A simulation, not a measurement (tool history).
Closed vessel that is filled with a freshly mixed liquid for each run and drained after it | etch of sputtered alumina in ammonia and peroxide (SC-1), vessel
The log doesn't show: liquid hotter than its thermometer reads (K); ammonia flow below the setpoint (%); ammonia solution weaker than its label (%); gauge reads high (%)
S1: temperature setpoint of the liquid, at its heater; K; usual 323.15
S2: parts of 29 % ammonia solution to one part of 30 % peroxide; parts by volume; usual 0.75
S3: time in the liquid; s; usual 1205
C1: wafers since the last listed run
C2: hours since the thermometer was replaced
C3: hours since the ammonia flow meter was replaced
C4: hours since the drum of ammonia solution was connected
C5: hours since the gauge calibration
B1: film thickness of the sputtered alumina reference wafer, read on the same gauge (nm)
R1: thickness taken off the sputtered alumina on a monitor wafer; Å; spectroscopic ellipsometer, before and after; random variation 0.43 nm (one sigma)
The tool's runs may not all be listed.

run	hour	S1	S2	S3	C1	C2	C3	C4	C5	B1	R1
1	0.0	323.15	0.75	1465	0	1111.0	405.9	732.2	169.4	30.00	717.9
2	44.0	323.15	0.50	1205	2138	1155.0	449.9	776.2	213.4	29.99	566.9
3	70.7	330.15	0.90	1205	1297	1181.7	476.6	802.9	240.1	30.00	874.0
4	188.0	330.15	0.90	1205	5701	1299.0	593.9	920.2	357.4	30.01	874.3
5	259.6	323.15	0.75	1205	3479	1370.6	665.5	991.8	429.0	29.99	596.7
6	330.6	323.15	0.75	1205	3450	1441.6	736.5	1062.8	500.0	30.00	599.4
# hour 345.5: thermometer replaced
7	376.4	323.15	0.95	1205	2177	30.9	782.3	1108.6	545.8	30.02	575.2
# hour 392.9: new drum of ammonia solution connected
# hour 403.0: gauge calibrated
8	405.4	323.15	0.95	1205	1360	59.9	811.3	12.5	2.4	30.00	575.2
9	453.9	323.15	0.75	1205	2357	108.4	859.8	61.0	50.9	29.99	561.5
10	514.8	323.15	0.40	1205	2959	169.3	920.7	121.9	111.8	29.99	528.2
# hour 520.2: ammonia flow meter replaced
11	555.8	323.15	0.75	1205	1944	210.3	35.6	162.9	152.8	30.00	568.2
12	625.7	323.15	0.75	1205	3397	280.2	105.5	232.8	222.7	30.01	571.1
13	713.0	323.15	0.75	1610	4243	367.5	192.8	320.1	310.0	30.00	768.6
14	760.1	319.65	0.75	1205	2289	414.6	239.9	367.2	357.1	30.02	466.8
15	824.8	332.65	0.85	1205	3144	479.3	304.6	431.9	421.8	30.01	956.7
16	882.9	323.15	1.00	1595	2823	537.4	362.7	490.0	479.9	30.00	785.4
# hour 914.2: gauge calibrated
17	914.8	323.15	0.75	570	1550	569.3	394.6	521.9	0.6	30.00	276.4
18	972.3	323.15	0.75	1500	2794	626.8	452.1	579.4	58.1	29.99	710.5
19	1026.0	315.15	0.40	1700	2609	680.5	505.8	633.1	111.8	30.00	492.1

Measured less the same run without the tool's hidden state. The same run-to-run variation is in both; the gauge's scatter may not be:
run	R1
1	+45.2
2	+37.2
3	+56.0
4	+61.1
5	+46.1
6	+48.7
7	+6.3
8	+7.2
9	+8.6
10	+10.1
11	+12.0
12	+14.3
13	+23.3
14	+15.7
15	+32.9
16	+31.2
17	+11.4
18	+31.7
19	+24.8
